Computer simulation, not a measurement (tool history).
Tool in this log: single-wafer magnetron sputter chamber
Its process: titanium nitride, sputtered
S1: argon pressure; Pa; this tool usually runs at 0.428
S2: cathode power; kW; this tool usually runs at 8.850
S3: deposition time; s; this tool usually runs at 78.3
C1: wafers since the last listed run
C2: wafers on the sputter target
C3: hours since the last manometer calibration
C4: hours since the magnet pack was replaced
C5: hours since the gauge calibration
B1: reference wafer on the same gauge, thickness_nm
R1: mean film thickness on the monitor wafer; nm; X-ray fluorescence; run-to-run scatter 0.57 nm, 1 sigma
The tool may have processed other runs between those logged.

{"run": 1, "hour": 0.0, "S1": 0.428, "S2": 8.85, "S3": 78.3, "C1": 0, "C2": 394, "C3": 1021.8, "C4": 9498.6, "C5": 484.8, "B1": 108.032, "R1": 129.826}
{"run": 2, "hour": 87.2, "S1": 0.428, "S2": 8.85, "S3": 78.3, "C1": 824, "C2": 1219, "C3": 1109.0, "C4": 9585.8, "C5": 572.0, "B1": 108.061, "R1": 130.753}
{"run": 3, "hour": 153.4, "S1": 0.428, "S2": 8.85, "S3": 78.3, "C1": 625, "C2": 1845, "C3": 1175.2, "C4": 9652.0, "C5": 638.2, "B1": 108.074, "R1": 129.718}
{"run": 4, "hour": 252.6, "S1": 0.428, "S2": 8.85, "S3": 90.0, "C1": 937, "C2": 2783, "C3": 1274.4, "C4": 9751.2, "C5": 737.4, "B1": 107.998, "R1": 145.976}
{"run": 5, "hour": 352.9, "S1": 0.428, "S2": 8.85, "S3": 90.0, "C1": 948, "C2": 3731, "C3": 1374.7, "C4": 9851.5, "C5": 837.7, "B1": 107.953, "R1": 143.689}
{"hour": 381.8, "done": "sputter target and shields replaced"}
{"run": 6, "hour": 439.6, "S1": 0.428, "S2": 8.85, "S3": 71.3, "C1": 744, "C2": 546, "C3": 1461.4, "C4": 9938.2, "C5": 924.4, "B1": 107.998, "R1": 107.666}
{"run": 7, "hour": 526.4, "S1": 0.428, "S2": 8.85, "S3": 71.3, "C1": 820, "C2": 1366, "C3": 1548.2, "C4": 10025.0, "C5": 1011.2, "B1": 107.955, "R1": 107.263}
{"run": 8, "hour": 609.9, "S1": 0.428, "S2": 8.85, "S3": 71.3, "C1": 789, "C2": 2156, "C3": 1631.7, "C4": 10108.5, "C5": 1094.7, "B1": 108.086, "R1": 106.223}
{"hour": 668.1, "done": "capacitance manometer re-zeroed and calibrated"}
{"run": 9, "hour": 697.1, "S1": 0.428, "S2": 8.25, "S3": 78.3, "C1": 748, "C2": 2905, "C3": 29.0, "C4": 10195.7, "C5": 1181.9, "B1": 108.026, "R1": 107.196}
{"hour": 796.0, "done": "sputter target and shields replaced, repeated, since the last time left the tool worse"}
{"hour": 867.9, "done": "gauge calibrated"}
{"run": 10, "hour": 875.7, "S1": 0.428, "S2": 8.85, "S3": 85.7, "C1": 1613, "C2": 753, "C3": 207.6, "C4": 10374.3, "C5": 7.8, "B1": 108.002, "R1": 141.538}
{"run": 11, "hour": 970.4, "S1": 0.428, "S2": 8.85, "S3": 85.7, "C1": 895, "C2": 1648, "C3": 302.3, "C4": 10469.0, "C5": 102.5, "B1": 108.073, "R1": 142.468}
{"run": 12, "hour": 1071.2, "S1": 0.428, "S2": 7.2, "S3": 82.3, "C1": 953, "C2": 2601, "C3": 403.1, "C4": 10569.8, "C5": 203.3, "B1": 108.034, "R1": 108.221}
{"run": 13, "hour": 1176.4, "S1": 0.38, "S2": 8.85, "S3": 85.3, "C1": 994, "C2": 3596, "C3": 508.3, "C4": 10675.0, "C5": 308.5, "B1": 107.965, "R1": 139.608}
{"hour": 1273.8, "done": "sputter target and shields replaced"}
{"run": 14, "hour": 1274.3, "S1": 0.339, "S2": 7.2, "S3": 78.3, "C1": 849, "C2": 5, "C3": 606.2, "C4": 10772.9, "C5": 406.4, "B1": 108.013, "R1": 110.051}
{"hour": 1286.0, "done": "magnet pack replaced"}
{"run": 15, "hour": 1380.3, "S1": 0.428, "S2": 8.85, "S3": 78.3, "C1": 926, "C2": 931, "C3": 712.2, "C4": 94.3, "C5": 512.4, "B1": 107.945, "R1": 129.09}
{"run": 16, "hour": 1486.5, "S1": 0.428, "S2": 9.75, "S3": 78.3, "C1": 1004, "C2": 1935, "C3": 818.4, "C4": 200.5, "C5": 618.6, "B1": 108.018, "R1": 141.764}
{"run": 17, "hour": 1528.8, "S1": 0.428, "S2": 8.85, "S3": 85.7, "C1": 399, "C2": 2335, "C3": 860.7, "C4": 242.8, "C5": 660.9, "B1": 107.952, "R1": 139.88}
{"run": 18, "hour": 1588.4, "S1": 0.474, "S2": 7.6, "S3": 78.3, "C1": 563, "C2": 2899, "C3": 920.3, "C4": 302.4, "C5": 720.5, "B1": 107.931, "R1": 106.631}
{"run": 19, "hour": 1643.8, "S1": 0.428, "S2": 8.85, "S3": 78.3, "C1": 523, "C2": 3423, "C3": 975.7, "C4": 357.8, "C5": 775.9, "B1": 108.003, "R1": 125.957}
{"run": 20, "hour": 1693.3, "S1": 0.539, "S2": 8.1, "S3": 65.7, "C1": 468, "C2": 3891, "C3": 1025.2, "C4": 407.3, "C5": 825.4, "B1": 107.968, "R1": 91.361}
{"run": 21, "hour": 1796.3, "S1": 0.503, "S2": 9.7, "S3": 78.3, "C1": 973, "C2": 4865, "C3": 1128.2, "C4": 510.3, "C5": 928.4, "B1": 108.06, "R1": 128.955}
{"hour": 1804.4, "done": "sputter target and shields replaced"}
{"run": 22, "hour": 1843.3, "S1": 0.428, "S2": 8.85, "S3": 63.5, "C1": 368, "C2": 367, "C3": 1175.2, "C4": 557.3, "C5": 975.4, "B1": 107.99, "R1": 105.583}
{"run": 23, "hour": 1933.4, "S1": 0.346, "S2": 8.85, "S3": 71.2, "C1": 851, "C2": 1219, "C3": 1265.3, "C4": 647.4, "C5": 1065.5, "B1": 107.956, "R1": 122.365}

Forecast each of these 3 alternatives for the next run:
{"run": "A", "hour": 1933.8, "S1": 0.428, "S2": 8.3, "S3": 78.3, "C1": 3, "C2": 1223, "C3": 1265.7, "C4": 647.8, "C5": 1065.9, "B1": "?", "R1": "?"}
{"run": "B", "hour": 1933.8, "S1": 0.487, "S2": 7.45, "S3": 78.3, "C1": 3, "C2": 1223, "C3": 1265.7, "C4": 647.8, "C5": 1065.9, "B1": "?", "R1": "?"}
{"run": "C", "hour": 1933.8, "S1": 0.544, "S2": 8.85, "S3": 69.7, "C1": 3, "C2": 1223, "C3": 1265.7, "C4": 647.8, "C5": 1065.9, "B1": "?", "R1": "?"}

run=A B1=108.005 R1=120.777
run=B B1=108.005 R1=105.603
run=C B1=108.005 R1=108.903
With the hidden condition removed and each run's random variation left untouched, the same runs would have given:
run=A R1=121.431
run=B R1=106.175
run=C R1=109.493

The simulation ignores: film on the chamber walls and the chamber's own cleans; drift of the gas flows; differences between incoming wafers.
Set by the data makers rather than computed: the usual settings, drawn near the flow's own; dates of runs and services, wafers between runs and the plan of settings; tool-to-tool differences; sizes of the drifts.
